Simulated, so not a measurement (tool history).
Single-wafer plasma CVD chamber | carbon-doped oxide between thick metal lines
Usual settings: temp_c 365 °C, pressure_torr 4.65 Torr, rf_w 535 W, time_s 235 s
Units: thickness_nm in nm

run    hour  temp_c  pressure_torr  rf_w  time_s  read-back reference wafer on the same gauge, thickness_nm  thickness_nm
  1       0     365           4.65   535     235                                                   1211.351      1088.307
  2    75.1     365           4.65   535     235                                                   1210.265       1078.69
  3   131.2     350           4.18   535     266                                                   1210.269      1239.555
  4   202.1     373           4.65   535     235                                                   1209.266      1072.165
  5   271.6     365           4.65   535     219                                                   1210.291      1016.949
  6   369.2     365           4.65   535     235                                                   1208.776      1078.194
  7   424.4     365           4.33   470     235                                                   1210.262       953.638
  8   471.5     374           5.38   505     235                                                   1210.233      1043.538
  9     558     379           5.43   470     271                                                   1208.845       1117.38
 10   738.6     357           5.22   535     198                                                   1210.884       946.526
 11   792.3     365           4.65   535     235                                                   1209.008      1088.839
 12     879     365           4.19   535     235                                                   1209.405      1056.707
 13   922.7     361            5.7   505     235                                                   1210.468      1079.255
 14   986.5     372           4.65   635     263                                                   1210.518      1374.106
 15  1030.9     365           4.65   535     235                                                   1211.561      1083.743
 16  1068.1     374           4.65   575     210                                                   1209.603      1009.706
 17    1114     365           5.62   585     260                                                   1210.888      1340.853
 18  1217.7     365           4.65   590     213                                                   1210.163      1066.821
 19  1324.3     365           4.65   535     249                                                   1210.404      1148.054
 20    1372     365           3.52   535     235                                                   1209.367       1025.95
 21  1448.7     365           4.65   535     235                                                   1210.937      1085.632
 22  1539.1     365           4.65   500     235                                                   1209.674       1024.63
 23  1575.2     365           4.65   535     278                                                   1210.215      1277.736
 24    1640     372           4.98   535     269                                                   1209.826      1245.279
 25  1693.2     365            3.9   620     267                                                   1210.263      1331.137
 26  1784.1     373           5.61   570     196                                                   1210.251       975.022
 27  1850.9     365           4.65   535     235                                                   1210.785      1085.347

Taken out of this log: 7 entries between the listed runs. Where each belongs, and how the hidden state differs across it:
Between runs 7 and 8: capacitance manometer re-zeroed and calibrated (hour 464.1)
  no hidden state differs between the two runs
Between runs 8 and 9: thermocouple changed; heater temperature recalibrated (hour 533.8)
  no hidden state differs between the two runs
Between runs 9 and 10: showerhead replaced (hour 621.5); RF generator calibrated (hour 675.7)
  no hidden state differs between the two runs
Between runs 10 and 11: gauge calibrated (hour 747.7)
  no hidden state differs between the two runs
Between runs 21 and 22: capacitance manometer re-zeroed and calibrated (hour 1536.5)
  no hidden state differs between the two runs
Between runs 25 and 26: RF generator calibrated (hour 1760.7)
  no hidden state differs between the two runs
